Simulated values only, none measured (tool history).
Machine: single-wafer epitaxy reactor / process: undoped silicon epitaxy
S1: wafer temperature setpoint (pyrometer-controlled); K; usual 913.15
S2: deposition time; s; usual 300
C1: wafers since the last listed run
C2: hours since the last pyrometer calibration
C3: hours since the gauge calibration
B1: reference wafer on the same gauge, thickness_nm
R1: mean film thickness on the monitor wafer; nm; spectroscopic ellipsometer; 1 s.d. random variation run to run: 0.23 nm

Run 1, hour 0: usual settings; C1 0; C2 1232.8; C3 286.3; B1 42.901. Result: R1 37.897 nm.
Run 2, hour 21.9: usual settings; C1 173; C2 1254.7; C3 308.2; B1 42.844. Result: R1 37.977 nm.
Run 3, hour 40.7: usual settings; C1 148; C2 1273.5; C3 327; B1 42.965. Result: R1 37.959 nm.
Run 4, hour 73.8: usual settings; C1 261; C2 1306.6; C3 360.1; B1 42.883. Result: R1 38.173 nm.
Run 5, hour 87.3: usual settings; C1 106; C2 1320.1; C3 373.6; B1 42.921. Result: R1 37.677 nm.
Run 6, hour 114.4: usual settings but S2 272 s; C1 214; C2 1347.2; C3 400.7; B1 42.947. Result: R1 34.466 nm.
Run 7, hour 134.7: usual settings; C1 160; C2 1367.5; C3 421; B1 42.927. Result: R1 38.037 nm.
Run 8, hour 151.5: usual settings but S1 904.15 K, S2 282 s; C1 132; C2 1384.3; C3 437.8; B1 42.897. Result: R1 28.107 nm.
At hour 185.5: gauge calibrated.
At hour 205.7: pyrometer calibrated.
Run 9, hour 255.7: usual settings but S1 909.15 K, S2 253 s; C1 761; C2 50; C3 70.2; B1 42.874. Result: R1 31.987 nm.
Run 10, hour 284.2: usual settings; C1 225; C2 78.5; C3 98.7; B1 42.868. Result: R1 41.457 nm.

Run 11 is up next; what results do you expect?
Run 11, hour 318.6: usual settings but S1 904.15 K, S2 253 s; C1 272; C2 112.9; C3 133.1; B1 ?. Result: R1 ?.

{"run 11": {"B1": 42.98, "R1": 27.367}}
Without the tool's hidden state the same run would have given R1 28.61 nm.
